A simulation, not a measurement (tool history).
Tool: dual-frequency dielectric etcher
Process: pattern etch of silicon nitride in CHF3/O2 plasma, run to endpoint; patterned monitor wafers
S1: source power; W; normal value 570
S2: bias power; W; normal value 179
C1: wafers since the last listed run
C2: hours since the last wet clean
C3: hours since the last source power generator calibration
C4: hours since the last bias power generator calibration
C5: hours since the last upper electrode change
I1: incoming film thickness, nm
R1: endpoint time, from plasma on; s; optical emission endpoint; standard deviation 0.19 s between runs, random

| run | day | S1 | S2 | C1 | C2 | C3 | C4 | C5 | I1 | R1 |
|---|---|---|---|---|---|---|---|---|---|---|
| 1 | 0 | 570 | 179 | 0 | 157.1 | 3324.6 | 1863.6 | 3004.7 | 94.8 | 64.5 |
| 2 | 1.471 | 570 | 179 | 312 | 192.4 | 3359.9 | 1898.9 | 3040 | 94 | 64 |
| 3 | 2.321 | 570 | 179 | 180 | 212.8 | 3380.3 | 1919.3 | 3060.4 | 94.9 | 64.3 |
| 4 | 3.612 | 570 | 179 | 274 | 243.8 | 3411.3 | 1950.3 | 3091.4 | 95.5 | 64.5 |
| 5 | 4.325 | 570 | 179 | 151 | 260.9 | 3428.4 | 1967.4 | 3108.5 | 94.3 | 63.6 |
| 6 | 5.192 | 570 | 179 | 184 | 281.7 | 3449.2 | 1988.2 | 3129.3 | 94.5 | 64.2 |
|  | 5.417 | source power generator calibrated |
| 7 | 6.496 | 570 | 179 | 241 | 313 | 25.9 | 2019.5 | 3160.6 | 94.7 | 63.7 |
|  | 7.95 | upper electrode replaced |
| 8 | 7.971 | 630 | 179 | 101 | 348.4 | 61.3 | 2054.9 | 0.5 | 95.2 | 61 |

For run 9, what comes out?
|  | 8.958 | bias power generator calibrated |
| 9 | 9.317 | 570 | 207 | 250 | 380.7 | 93.6 | 8.6 | 32.8 | 94.3 | ? |

R1: 61.3 s
Had the tool carried no hidden state, the very same run would have given R1 62.5 s.
